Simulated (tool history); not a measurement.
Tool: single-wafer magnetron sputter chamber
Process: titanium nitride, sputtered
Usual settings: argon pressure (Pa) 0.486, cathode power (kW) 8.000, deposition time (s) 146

run     day  argon pressure (Pa)  cathode power (kW)  deposition time (s)  wafers since the last listed run  wafers on the sputter target  hours since the last manometer calibration  hours since the magnet pack was replaced  hours since the gauge calibration  read-back reference wafer on the same gauge, thickness_nm  mean film thickness on the monitor wafer (angstrom)
  1   0.000                0.486               8.000                  146                                 0                          6713                                      1892.5                                   11191.9                               30.2                                                    217.003                                              1908.09
  2   0.250                0.486               8.000                  146                                62                          6775                                      1898.5                                   11197.9                               36.2                                                    216.983                                              1914.60
  3   0.912                0.486               8.000                  146                               165                          6940                                      1914.4                                   11213.8                               52.1                                                    217.030                                              1901.59
  4   1.488                0.486               8.000                  146                               143                          7084                                      1928.2                                   11227.6                               65.9                                                    217.013                                              1905.53
  5   1.979                0.486               8.000                  146                               122                          7207                                      1940.0                                   11239.4                               77.7                                                    216.969                                              1908.26
  6   2.704                0.486               8.000                  146                               180                          7388                                      1957.4                                   11256.8                               95.1                                                    217.046                                              1905.37
  7   3.267                0.441               8.000                  146                               140                          7528                                      1970.9                                   11270.3                              108.6                                                    217.025                                              1929.25
  8   3.996                0.441               8.000                  146                               181                          7710                                      1988.4                                   11287.8                              126.1                                                    217.021                                              1930.11
  9   4.692                0.441               8.000                  146                               173                          7884                                      2005.1                                   11304.5                              142.8                                                    216.986                                              1931.23
 10   5.062                0.486               8.000                  146                                92                          7976                                      2014.0                                   11313.4                              151.7                                                    216.962                                              1898.59
 11   5.421                0.486               7.500                  146                                89                          8066                                      2022.6                                   11322.0                              160.3                                                    217.003                                              1789.94
 12   5.896                0.486               7.500                  146                               118                          8184                                      2034.0                                   11333.4                              171.7                                                    217.029                                              1789.51
 13   6.354                0.486               8.000                  146                               114                          8299                                      2045.0                                   11344.4                              182.7                                                    216.972                                              1899.87
 14   6.975                0.486               8.000                  146                               154                          8454                                      2059.9                                   11359.3                              197.6                                                    217.008                                              1897.71
 15   7.504                0.559               6.950                  146                               132                          8586                                      2072.6                                   11372.0                              210.3                                                    216.987                                              1622.66
 16   7.825                0.313               8.000                  138                                80                          8666                                      2080.3                                   11379.7                              218.0                                                    217.011                                              1900.90
      9.600  -- magnet pack replaced
      9.879  -- sputter target and shields replaced
 17   9.900                0.486               8.000                  146                               365                             5                                      2130.1                                       7.2                              267.8                                                    217.032                                              1970.69
 18   9.929                0.380               9.300                  137                                 7                            12                                      2130.8                                       7.9                              268.5                                                    217.028                                              2198.69
 19  10.221                0.486               8.000                  146                                72                            85                                      2137.8                                      14.9                              275.5                                                    216.982                                              1965.08
 20  11.104                0.672               9.750                  136                               220                           305                                      2159.0                                      36.1                              296.7                                                    217.012                                              2064.13
     11.238  -- gauge calibrated
     11.650  -- capacitance manometer re-zeroed and calibrated
 21  11.671                0.486               8.000                  146                                58                           364                                         0.5                                      49.7                               10.4                                                    217.005                                              1965.21
 22  12.129                0.400               7.200                  124                               114                           478                                        11.5                                      60.7                               21.4                                                    217.014                                              1556.04
 23  12.708                0.486               6.950                  146                               144                           622                                        25.4                                      74.6                               35.3                                                    216.995                                              1727.20
 24  13.421                0.339               8.550                  126                               177                           800                                        42.5                                      91.7                               52.4                                                    216.987                                              1891.53
 25  13.700                0.486               7.100                  146                                69                           870                                        49.2                                      98.4                               59.1                                                    217.084                                              1760.62
 26  14.412                0.675               8.900                  146                               177                          1048                                        66.3                                     115.5                               76.2                                                    217.007                                              2026.84
 27  15.083                0.412               8.700                  121                               167                          1215                                        82.4                                     131.6                               92.3                                                    216.938                                              1797.72
 28  15.604                0.434               8.000                  146                               129                          1345                                        94.9                                     144.1                              104.8                                                    217.010                                              1995.05
 29  15.979                0.381               6.100                  167                                93                          1439                                       103.9                                     153.1                              113.8                                                    216.989                                              1806.60

Forecast each of these 4 alternatives for the next run:
  A  15.996                0.486               8.000                  146                                 4                          1443                                       104.3                                     153.5                              114.2                                                          ?                                                    ?
  B  15.996                0.372               7.150                  166                                 4                          1443                                       104.3                                     153.5                              114.2                                                          ?                                                    ?
  C  15.996                0.486               6.450                  146                                 4                          1443                                       104.3                                     153.5                              114.2                                                          ?                                                    ?
  D  15.996                0.572               7.000                  138                                 4                          1443                                       104.3                                     153.5                              114.2                                                          ?                                                    ?

run  read-back reference wafer on the same gauge, thickness_nm  mean film thickness on the monitor wafer (angstrom)
  A                                                    216.988                                              1961.09
  B                                                    216.988                                              2090.13
  C                                                    216.988                                              1608.77
  D                                                    216.988                                              1591.79
Without the tool's hidden state the same runs would have given:
run  mean film thickness on the monitor wafer (angstrom)
  A                                              1986.75
  B                                              2117.48
  C                                              1629.82
  D                                              1612.62
